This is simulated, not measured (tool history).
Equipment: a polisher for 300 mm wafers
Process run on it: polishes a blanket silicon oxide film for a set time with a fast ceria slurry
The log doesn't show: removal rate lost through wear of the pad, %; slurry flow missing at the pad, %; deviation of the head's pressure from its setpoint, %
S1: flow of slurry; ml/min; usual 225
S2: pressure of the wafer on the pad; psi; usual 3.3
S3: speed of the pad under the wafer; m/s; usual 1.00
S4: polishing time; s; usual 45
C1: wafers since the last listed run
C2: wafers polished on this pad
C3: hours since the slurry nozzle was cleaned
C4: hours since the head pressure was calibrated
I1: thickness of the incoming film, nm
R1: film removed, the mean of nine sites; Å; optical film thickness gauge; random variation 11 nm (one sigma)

{"run": 1, "hour": 0.0, "S1": 225, "S2": 3.3, "S3": 1.0, "S4": 45, "C1": 0, "C2": 200, "C3": 193.8, "C4": 304.0, "I1": 2376.2, "R1": 9175}
{"run": 2, "hour": 11.8, "S1": 225, "S2": 3.3, "S3": 0.82, "S4": 45, "C1": 137, "C2": 337, "C3": 205.6, "C4": 315.8, "I1": 2392.8, "R1": 7938}
{"hour": 45.7, "done": "worn pad replaced by a new one"}
{"run": 3, "hour": 47.6, "S1": 225, "S2": 3.3, "S3": 0.82, "S4": 45, "C1": 369, "C2": 22, "C3": 241.4, "C4": 351.6, "I1": 2388.0, "R1": 7846}
{"run": 4, "hour": 64.9, "S1": 225, "S2": 3.3, "S3": 0.82, "S4": 45, "C1": 201, "C2": 223, "C3": 258.7, "C4": 368.9, "I1": 2367.0, "R1": 7832}
{"run": 5, "hour": 82.4, "S1": 225, "S2": 3.3, "S3": 1.0, "S4": 45, "C1": 203, "C2": 426, "C3": 276.2, "C4": 386.4, "I1": 2406.8, "R1": 8927}
{"run": 6, "hour": 96.4, "S1": 225, "S2": 3.3, "S3": 1.0, "S4": 45, "C1": 162, "C2": 589, "C3": 290.2, "C4": 400.4, "I1": 2360.5, "R1": 8877}
{"hour": 105.6, "done": "worn pad replaced by a new one, of another model than before"}
{"hour": 106.7, "done": "slurry nozzle cleaned"}
{"run": 7, "hour": 110.8, "S1": 225, "S2": 3.3, "S3": 1.0, "S4": 45, "C1": 109, "C2": 48, "C3": 4.1, "C4": 414.8, "I1": 2410.1, "R1": 9712}
{"run": 8, "hour": 124.3, "S1": 225, "S2": 3.3, "S3": 1.0, "S4": 45, "C1": 156, "C2": 205, "C3": 17.6, "C4": 428.3, "I1": 2363.2, "R1": 9817}
{"run": 9, "hour": 136.5, "S1": 225, "S2": 3.3, "S3": 0.72, "S4": 45, "C1": 141, "C2": 347, "C3": 29.8, "C4": 440.5, "I1": 2400.2, "R1": 8149}
{"run": 10, "hour": 143.2, "S1": 225, "S2": 3.3, "S3": 1.0, "S4": 45, "C1": 77, "C2": 425, "C3": 36.5, "C4": 447.2, "I1": 2380.6, "R1": 9705}
{"run": 11, "hour": 156.8, "S1": 300, "S2": 3.3, "S3": 1.0, "S4": 45, "C1": 158, "C2": 583, "C3": 50.1, "C4": 460.8, "I1": 2377.0, "R1": 10041}
{"hour": 161.6, "done": "head pressure recalibrated"}
{"hour": 171.6, "done": "worn pad replaced by a new one"}
{"run": 12, "hour": 173.9, "S1": 225, "S2": 4.1, "S3": 1.34, "S4": 51, "C1": 129, "C2": 26, "C3": 67.2, "C4": 12.3, "I1": 2347.9, "R1": 15932}
{"run": 13, "hour": 187.3, "S1": 225, "S2": 3.3, "S3": 1.0, "S4": 45, "C1": 155, "C2": 182, "C3": 80.6, "C4": 25.7, "I1": 2397.0, "R1": 9564}
{"run": 14, "hour": 195.4, "S1": 155, "S2": 4.1, "S3": 1.0, "S4": 45, "C1": 94, "C2": 276, "C3": 88.7, "C4": 33.8, "I1": 2358.4, "R1": 11340}

Predict the results of run 15:
{"run": 15, "hour": 208.8, "S1": 155, "S2": 2.9, "S3": 1.0, "S4": 45, "C1": 155, "C2": 432, "C3": 102.1, "C4": 47.2, "I1": 2385.6, "R1": "?"}

Run 15 gave R1 8154 Å.
Take away the tool's hidden state, keep the run-to-run variation as it was, and the same run would have given R1 8294 Å.
